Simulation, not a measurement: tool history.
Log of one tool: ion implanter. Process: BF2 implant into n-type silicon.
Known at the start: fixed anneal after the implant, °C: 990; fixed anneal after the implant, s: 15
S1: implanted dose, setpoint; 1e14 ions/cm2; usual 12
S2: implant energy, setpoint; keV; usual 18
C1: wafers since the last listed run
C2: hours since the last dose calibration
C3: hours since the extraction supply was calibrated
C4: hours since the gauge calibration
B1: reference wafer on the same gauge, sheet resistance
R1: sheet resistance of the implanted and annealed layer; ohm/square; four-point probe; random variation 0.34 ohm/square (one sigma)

{"run": 1, "hour": 0.0, "S1": 13.9, "S2": 22, "C1": 0, "C2": 155.9, "C3": 3502.8, "C4": 515.7, "B1": 251.1, "R1": 188.16}
{"run": 2, "hour": 70.9, "S1": 12, "S2": 18, "C1": 2143, "C2": 226.8, "C3": 3573.7, "C4": 586.6, "B1": 251.14, "R1": 212.3}
{"run": 3, "hour": 128.0, "S1": 12, "S2": 18, "C1": 1725, "C2": 283.9, "C3": 3630.8, "C4": 643.7, "B1": 250.89, "R1": 212.77}
{"run": 4, "hour": 212.9, "S1": 10.33, "S2": 19.5, "C1": 2566, "C2": 368.8, "C3": 3715.7, "C4": 728.6, "B1": 250.92, "R1": 210.22}
{"run": 5, "hour": 318.8, "S1": 12, "S2": 18, "C1": 3200, "C2": 474.7, "C3": 3821.6, "C4": 834.5, "B1": 251.13, "R1": 213}
{"run": 6, "hour": 364.2, "S1": 12, "S2": 20, "C1": 1372, "C2": 520.1, "C3": 3867, "C4": 879.9, "B1": 250.96, "R1": 203.01}
{"run": 7, "hour": 436.0, "S1": 12, "S2": 18, "C1": 2170, "C2": 591.9, "C3": 3938.8, "C4": 951.7, "B1": 251.06, "R1": 213.21}
{"run": 8, "hour": 502.2, "S1": 12, "S2": 18, "C1": 2000, "C2": 658.1, "C3": 4005, "C4": 1017.9, "B1": 251.18, "R1": 213.8}
{"hour": 513.6, "done": "extraction supply calibrated"}
{"run": 9, "hour": 605.6, "S1": 12, "S2": 18, "C1": 2883, "C2": 761.5, "C3": 92, "C4": 1121.3, "B1": 250.99, "R1": 211.06}
{"run": 10, "hour": 698.9, "S1": 12, "S2": 18, "C1": 2820, "C2": 854.8, "C3": 185.3, "C4": 1214.6, "B1": 251.06, "R1": 211.63}
{"run": 11, "hour": 794.8, "S1": 11.02, "S2": 18, "C1": 2898, "C2": 950.7, "C3": 281.2, "C4": 1310.5, "B1": 250.87, "R1": 214.99}
{"hour": 845.1, "done": "Faraday cup replaced and dose calibrated"}
{"run": 12, "hour": 858.2, "S1": 11.02, "S2": 18, "C1": 1674, "C2": 13.1, "C3": 344.6, "C4": 1373.9, "B1": 250.83, "R1": 213.81}
{"run": 13, "hour": 938.7, "S1": 11.02, "S2": 18, "C1": 2433, "C2": 93.6, "C3": 425.1, "C4": 1454.4, "B1": 250.84, "R1": 214.01}
{"run": 14, "hour": 981.2, "S1": 12, "S2": 14.5, "C1": 1284, "C2": 136.1, "C3": 467.6, "C4": 1496.9, "B1": 250.97, "R1": 233.72}
{"run": 15, "hour": 1035.8, "S1": 12, "S2": 14.5, "C1": 1650, "C2": 190.7, "C3": 522.2, "C4": 1551.5, "B1": 251, "R1": 234.04}
{"run": 16, "hour": 1097.1, "S1": 14.14, "S2": 20, "C1": 1852, "C2": 252, "C3": 583.5, "C4": 1612.8, "B1": 251.09, "R1": 195.66}
{"run": 17, "hour": 1186.2, "S1": 12, "S2": 20, "C1": 2693, "C2": 341.1, "C3": 672.6, "C4": 1701.9, "B1": 251.08, "R1": 201.09}
{"run": 18, "hour": 1224.0, "S1": 12, "S2": 24, "C1": 1142, "C2": 378.9, "C3": 710.4, "C4": 1739.7, "B1": 251, "R1": 183.57}
{"run": 19, "hour": 1330.2, "S1": 12, "S2": 18, "C1": 3210, "C2": 485.1, "C3": 816.6, "C4": 1845.9, "B1": 250.99, "R1": 212}
{"run": 20, "hour": 1384.3, "S1": 11.02, "S2": 18, "C1": 1635, "C2": 539.2, "C3": 870.7, "C4": 1900, "B1": 251.06, "R1": 216.02}
{"hour": 1452.9, "done": "gauge calibrated"}
{"run": 21, "hour": 1487.1, "S1": 9.91, "S2": 20.5, "C1": 3107, "C2": 642, "C3": 973.5, "C4": 34.2, "B1": 251.19, "R1": 207.45}
{"run": 22, "hour": 1526.2, "S1": 12, "S2": 18, "C1": 1181, "C2": 681.1, "C3": 1012.6, "C4": 73.3, "B1": 251.12, "R1": 212.64}
{"run": 23, "hour": 1620.6, "S1": 10.97, "S2": 13, "C1": 2853, "C2": 775.5, "C3": 1107, "C4": 167.7, "B1": 250.99, "R1": 250.46}
{"run": 24, "hour": 1703.6, "S1": 14.63, "S2": 16, "C1": 2508, "C2": 858.5, "C3": 1190, "C4": 250.7, "B1": 250.89, "R1": 219.31}
{"run": 25, "hour": 1758.0, "S1": 15.22, "S2": 16, "C1": 1644, "C2": 912.9, "C3": 1244.4, "C4": 305.1, "B1": 251.04, "R1": 218.47}
{"hour": 1774.5, "done": "Faraday cup replaced and dose calibrated"}
{"run": 26, "hour": 1815.3, "S1": 8.49, "S2": 13.5, "C1": 1490, "C2": 40.8, "C3": 1301.7, "C4": 362.4, "B1": 251.05, "R1": 256.02}
{"run": 27, "hour": 1862.6, "S1": 10.04, "S2": 18, "C1": 1429, "C2": 88.1, "C3": 1349, "C4": 409.7, "B1": 251.09, "R1": 218.7}
{"run": 28, "hour": 1940.7, "S1": 12, "S2": 23.5, "C1": 2360, "C2": 166.2, "C3": 1427.1, "C4": 487.8, "B1": 251.06, "R1": 185.98}
{"run": 29, "hour": 1978.5, "S1": 12, "S2": 18, "C1": 1142, "C2": 204, "C3": 1464.9, "C4": 525.6, "B1": 251.03, "R1": 212.88}
{"run": 30, "hour": 2079.9, "S1": 11.09, "S2": 20.5, "C1": 3064, "C2": 305.4, "C3": 1566.3, "C4": 627, "B1": 251.04, "R1": 202.12}
{"run": 31, "hour": 2116.3, "S1": 14.27, "S2": 14, "C1": 1100, "C2": 341.8, "C3": 1602.7, "C4": 663.4, "B1": 251.08, "R1": 233.31}
{"run": 32, "hour": 2153.1, "S1": 12.91, "S2": 16, "C1": 1112, "C2": 378.6, "C3": 1639.5, "C4": 700.2, "B1": 250.94, "R1": 222.71}
{"run": 33, "hour": 2245.2, "S1": 13.24, "S2": 20.5, "C1": 2783, "C2": 470.7, "C3": 1731.6, "C4": 792.3, "B1": 251.05, "R1": 196.44}
{"run": 34, "hour": 2340.9, "S1": 12, "S2": 18, "C1": 2892, "C2": 566.4, "C3": 1827.3, "C4": 888, "B1": 251.05, "R1": 213.63}
{"run": 35, "hour": 2400.7, "S1": 10.63, "S2": 18, "C1": 1807, "C2": 626.2, "C3": 1887.1, "C4": 947.8, "B1": 251.21, "R1": 217.27}
{"run": 36, "hour": 2482.9, "S1": 8.72, "S2": 20, "C1": 2484, "C2": 708.4, "C3": 1969.3, "C4": 1030, "B1": 251.14, "R1": 216.59}

What the log doesn't show, run by run:
gauge reads high (%): 0 in every run
H1: deviation of the true dose from the Faraday cup's reading, %
H2: deviation of the true energy from its setpoint, %
run=1 H1=-0.185 H2=-3.33
run=2 H1=-0.341 H2=-3.35
run=3 H1=-0.508 H2=-3.36
run=4 H1=-0.826 H2=-3.38
run=5 H1=-1.34 H2=-3.4
run=6 H1=-1.6 H2=-3.41
run=7 H1=-2.06 H2=-3.43
run=8 H1=-2.53 H2=-3.44
run=9 H1=-3.37 H2=-0.52
run=10 H1=-4.24 H2=-0.77
run=11 H1=-5.23 H2=-1.01
run=12 H1=-0.861 H2=-1.16
run=13 H1=-0.91 H2=-1.34
run=14 H1=-0.966 H2=-1.43
run=15 H1=-1.07 H2=-1.55
run=16 H1=-1.22 H2=-1.67
run=17 H1=-1.53 H2=-1.84
run=18 H1=-1.68 H2=-1.91
run=19 H1=-2.21 H2=-2.09
run=20 H1=-2.53 H2=-2.18
run=21 H1=-3.22 H2=-2.34
run=22 H1=-3.52 H2=-2.4
run=23 H1=-4.31 H2=-2.53
run=24 H1=-5.09 H2=-2.64
run=25 H1=-5.64 H2=-2.71
run=26 H1=-0.251 H2=-2.78
run=27 H1=-0.286 H2=-2.83
run=28 H1=-0.4 H2=-2.92
run=29 H1=-0.48 H2=-2.96
run=30 H1=-0.777 H2=-3.06
run=31 H1=-0.912 H2=-3.1
run=32 H1=-1.06 H2=-3.13
run=33 H1=-1.51 H2=-3.22
run=34 H1=-2.08 H2=-3.3
run=35 H1=-2.49 H2=-3.35
run=36 H1=-3.12 H2=-3.41
